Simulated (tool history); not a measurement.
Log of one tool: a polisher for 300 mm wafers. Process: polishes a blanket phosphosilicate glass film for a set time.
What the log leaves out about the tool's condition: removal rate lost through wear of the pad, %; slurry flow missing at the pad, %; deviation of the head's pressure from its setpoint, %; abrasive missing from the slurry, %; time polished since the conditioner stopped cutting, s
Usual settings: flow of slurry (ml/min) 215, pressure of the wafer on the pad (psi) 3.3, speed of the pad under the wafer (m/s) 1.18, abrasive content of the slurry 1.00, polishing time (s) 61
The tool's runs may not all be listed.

run,hour,flow of slurry (ml/min),pressure of the wafer on the pad (psi),speed of the pad under the wafer (m/s),abrasive content of the slurry,polishing time (s),wafers since the last listed run,wafers polished on this pad,hours since the slurry nozzle was cleaned,hours since the head pressure was calibrated,hours since the slurry blender was calibrated,hours since the conditioning disc was replaced,"incoming thickness of the incoming film, nm",film removed (Å)
1,0.0,215,3.3,1.18,1.00,57,0,138,180.5,1274.2,61.0,255.3,4056.1,5200
2,12.9,215,3.3,1.48,1.00,61,149,287,193.4,1287.1,73.9,268.2,4086.5,6647
3,22.9,215,3.3,1.48,1.00,61,115,403,203.4,1297.1,83.9,278.2,4011.8,6638
4,33.1,215,3.3,1.48,1.00,61,117,521,213.6,1307.3,94.1,288.4,4059.1,6793
5,44.0,215,3.3,1.18,1.00,61,125,647,224.5,1318.2,105.0,299.3,4080.0,5569
6,67.0,215,3.3,1.18,1.00,61,265,913,247.5,1341.2,128.0,322.3,3981.6,5500
7,79.7,215,3.3,1.18,1.00,61,146,1059,260.2,1353.9,140.7,335.0,4072.5,5537
8,86.9,215,3.3,1.18,1.00,61,83,1143,267.4,1361.1,147.9,342.2,4076.9,5460
# hour 90.9: worn pad replaced by a new one
9,104.8,180,3.8,1.18,1.00,61,160,160,285.3,1379.0,165.8,360.1,4075.5,6146
10,114.0,215,3.3,1.18,1.00,61,106,266,294.5,1388.2,175.0,369.3,4054.1,5522
11,131.5,215,3.3,1.18,1.00,61,202,469,312.0,1405.7,192.5,386.8,4074.5,5425
12,140.1,215,3.3,1.18,1.00,61,99,568,320.6,1414.3,201.1,395.4,4030.5,5389
13,155.5,215,3.3,1.18,1.00,61,177,746,336.0,1429.7,216.5,410.8,4114.4,5557
# hour 160.4: head pressure recalibrated
14,163.6,260,4.3,1.18,1.00,61,70,817,344.1,3.2,224.6,418.9,4027.3,6950
15,176.2,215,3.0,1.18,1.00,46,145,962,356.7,15.8,237.2,431.5,4014.6,3822
16,183.1,290,3.3,0.84,1.00,61,79,1042,363.6,22.7,244.1,438.4,4049.1,4265
# hour 195.6: worn pad replaced by a new one
17,200.5,180,3.3,1.56,1.00,45,154,57,381.0,40.1,261.5,455.8,4037.1,4842
# hour 205.6: slurry nozzle cleaned
18,213.7,150,3.3,1.18,1.00,61,141,198,8.1,53.3,274.7,469.0,4015.7,5444
# hour 224.9: conditioning disc replaced and pad reconditioned
# hour 235.4: slurry blender recalibrated
19,249.5,175,3.3,1.44,0.85,61,367,565,43.9,89.1,14.1,24.6,4104.6,6051
20,260.3,215,3.3,1.44,0.70,47,124,690,54.7,99.9,24.9,35.4,4061.0,4410
21,275.1,215,2.3,1.50,1.25,61,171,861,69.5,114.7,39.7,50.2,4109.7,5431
22,284.8,195,3.3,1.18,1.00,61,112,973,79.2,124.4,49.4,59.9,4086.8,5526
23,291.3,215,3.3,1.18,1.00,79,75,1048,85.7,130.9,55.9,66.4,4037.7,7263
24,297.9,265,2.7,1.18,0.80,61,76,1125,92.3,137.5,62.5,73.0,4029.4,4364
# hour 312.0: worn pad replaced by a new one
25,312.7,215,3.3,1.18,1.00,61,124,7,107.1,152.3,77.3,87.8,4117.8,5491
26,364.2,215,3.3,1.18,1.00,40,595,602,158.6,203.8,128.8,139.3,4096.0,3546

How the hidden state differs across the entries between the runs, from the last listed run before each to the first after it:
From run 8 to run 9: worn pad replaced by a new one (hour 90.9)
  slurry flow missing at the pad, %: 29 -> 30.9
  what was measured, less what the result would be without the hidden state, film removed (Å): -183 -> -252
From run 13 to run 14: head pressure recalibrated (hour 160.4)
  slurry flow missing at the pad, %: 36.3 -> 37.2
  what was measured, less what the result would be without the hidden state, film removed (Å): -251 -> -283
From run 16 to run 17: worn pad replaced by a new one (hour 195.6)
  slurry flow missing at the pad, %: 39.3 -> 41.1
  what was measured, less what the result would be without the hidden state, film removed (Å): -173 -> -294
From run 17 to run 18: slurry nozzle cleaned (hour 205.6)
  slurry flow missing at the pad, %: 41.1 -> 9.75
  what was measured, less what the result would be without the hidden state, film removed (Å): -294 -> -65
From run 18 to run 19: conditioning disc replaced and pad reconditioned (hour 224.9); slurry blender recalibrated (hour 235.4)
  slurry flow missing at the pad, %: 9.75 -> 13.6
  what was measured, less what the result would be without the hidden state, film removed (Å): -65 -> -95
From run 24 to run 25: worn pad replaced by a new one (hour 312.0)
  slurry flow missing at the pad, %: 18.7 -> 20.3
  what was measured, less what the result would be without the hidden state, film removed (Å): -74 -> -118

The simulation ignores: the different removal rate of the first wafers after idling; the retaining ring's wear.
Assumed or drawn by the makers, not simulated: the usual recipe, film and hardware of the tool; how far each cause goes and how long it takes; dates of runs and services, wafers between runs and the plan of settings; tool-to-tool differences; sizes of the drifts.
